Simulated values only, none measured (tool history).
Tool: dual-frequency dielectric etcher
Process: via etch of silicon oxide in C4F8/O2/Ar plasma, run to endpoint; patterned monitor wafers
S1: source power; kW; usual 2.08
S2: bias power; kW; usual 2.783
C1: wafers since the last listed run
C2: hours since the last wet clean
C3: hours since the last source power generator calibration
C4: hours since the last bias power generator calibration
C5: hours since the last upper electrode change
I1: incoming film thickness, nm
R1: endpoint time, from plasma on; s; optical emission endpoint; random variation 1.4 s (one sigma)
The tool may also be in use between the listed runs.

{"run": 1, "day": 0.0, "S1": 2.08, "S2": 2.783, "C1": 0, "C2": 563.5, "C3": 3261.3, "C4": 4148.3, "C5": 2249.5, "I1": 2159.7, "R1": 403.3}
{"day": 1.208, "done": "wet clean of the chamber"}
{"run": 2, "day": 1.546, "S1": 2.08, "S2": 2.783, "C1": 67, "C2": 8.1, "C3": 3298.4, "C4": 4185.4, "C5": 2286.6, "I1": 2167.2, "R1": 398}
{"run": 3, "day": 4.279, "S1": 2.08, "S2": 2.783, "C1": 337, "C2": 73.7, "C3": 3364, "C4": 4251, "C5": 2352.2, "I1": 2142.8, "R1": 395.6}
{"run": 4, "day": 17.371, "S1": 2.08, "S2": 2.385, "C1": 1614, "C2": 387.9, "C3": 3678.2, "C4": 4565.2, "C5": 2666.4, "I1": 2151.4, "R1": 429.8}
{"run": 5, "day": 19.562, "S1": 2.08, "S2": 2.385, "C1": 270, "C2": 440.5, "C3": 3730.8, "C4": 4617.8, "C5": 2719, "I1": 2163.6, "R1": 434.9}
{"day": 23.321, "done": "wet clean of the chamber"}
{"run": 6, "day": 23.342, "S1": 2.08, "S2": 2.385, "C1": 342, "C2": 0.5, "C3": 3821.5, "C4": 4708.5, "C5": 2809.7, "I1": 2162.1, "R1": 410.6}
{"run": 7, "day": 25.125, "S1": 2.08, "S2": 2.783, "C1": 219, "C2": 43.3, "C3": 3864.3, "C4": 4751.3, "C5": 2852.5, "I1": 2143.5, "R1": 378.9}
{"run": 8, "day": 29.454, "S1": 2.08, "S2": 2.783, "C1": 533, "C2": 147.2, "C3": 3968.2, "C4": 4855.2, "C5": 2956.4, "I1": 2143.7, "R1": 380.6}
{"run": 9, "day": 32.908, "S1": 2.08, "S2": 2.783, "C1": 425, "C2": 230.1, "C3": 4051.1, "C4": 4938.1, "C5": 3039.3, "I1": 2168.9, "R1": 385.7}
{"day": 34.854, "done": "wet clean of the chamber, repeated, since the last time left the tool worse"}
{"run": 10, "day": 35.833, "S1": 1.75, "S2": 2.783, "C1": 237, "C2": 23.5, "C3": 4121.3, "C4": 5008.3, "C5": 3109.5, "I1": 2174.4, "R1": 421.5}
{"run": 11, "day": 37.65, "S1": 2.08, "S2": 2.783, "C1": 224, "C2": 67.1, "C3": 4164.9, "C4": 5051.9, "C5": 3153.1, "I1": 2159.7, "R1": 396.6}
{"day": 40.883, "done": "bias power generator calibrated"}
{"run": 12, "day": 41.683, "S1": 2.08, "S2": 2.783, "C1": 476, "C2": 163.9, "C3": 4261.7, "C4": 19.2, "C5": 3249.9, "I1": 2160.1, "R1": 397.4}
{"day": 43.462, "done": "source power generator calibrated"}
{"run": 13, "day": 44.633, "S1": 1.76, "S2": 2.247, "C1": 343, "C2": 234.7, "C3": 28.1, "C4": 90, "C5": 3320.7, "I1": 2159, "R1": 471.6}
{"day": 46.792, "done": "upper electrode replaced"}
{"run": 14, "day": 48.438, "S1": 1.85, "S2": 2.981, "C1": 345, "C2": 326, "C3": 119.4, "C4": 181.3, "C5": 39.5, "I1": 2171.2, "R1": 404.4}
{"run": 15, "day": 50.896, "S1": 1.73, "S2": 3.422, "C1": 303, "C2": 385, "C3": 178.4, "C4": 240.3, "C5": 98.5, "I1": 2145.9, "R1": 382.8}
{"run": 16, "day": 52.721, "S1": 2.45, "S2": 2.783, "C1": 225, "C2": 428.8, "C3": 222.2, "C4": 284.1, "C5": 142.3, "I1": 2176, "R1": 382}
{"run": 17, "day": 56.188, "S1": 2.45, "S2": 2.783, "C1": 427, "C2": 512, "C3": 305.4, "C4": 367.3, "C5": 225.5, "I1": 2145.7, "R1": 375.7}
{"day": 57.946, "done": "wet clean of the chamber"}
{"run": 18, "day": 59.275, "S1": 2.53, "S2": 3.122, "C1": 257, "C2": 31.9, "C3": 379.5, "C4": 441.4, "C5": 299.6, "I1": 2176.5, "R1": 350.9}
{"run": 19, "day": 63.471, "S1": 1.74, "S2": 2.109, "C1": 517, "C2": 132.6, "C3": 480.2, "C4": 542.1, "C5": 400.3, "I1": 2160.9, "R1": 482.5}
{"run": 20, "day": 72.246, "S1": 2.08, "S2": 2.783, "C1": 1082, "C2": 343.2, "C3": 690.8, "C4": 752.7, "C5": 610.9, "I1": 2161.9, "R1": 397.1}
{"run": 21, "day": 74.642, "S1": 2.24, "S2": 2.201, "C1": 295, "C2": 400.7, "C3": 748.3, "C4": 810.2, "C5": 668.4, "I1": 2147.6, "R1": 432.9}

The same runs without the tool's hidden state, with the same run-to-run variation:
The hidden state here: etch rate over this chamber's usual, %; source power that arrives over what is set, %; bias power that arrives over what is set, %.
run=1 R1=395.4
run=2 R1=396.3
run=3 R1=393.1
run=4 R1=422.8
run=5 R1=427.1
run=6 R1=425.2
run=7 R1=391.9
run=8 R1=392.3
run=9 R1=396.6
run=10 R1=420.3
run=11 R1=394.9
run=12 R1=394.5
run=13 R1=467.1
run=14 R1=399.3
run=15 R1=377.3
run=16 R1=376
run=17 R1=368.8
run=18 R1=352.1
run=19 R1=482.6
run=20 R1=394.5
run=21 R1=429.3
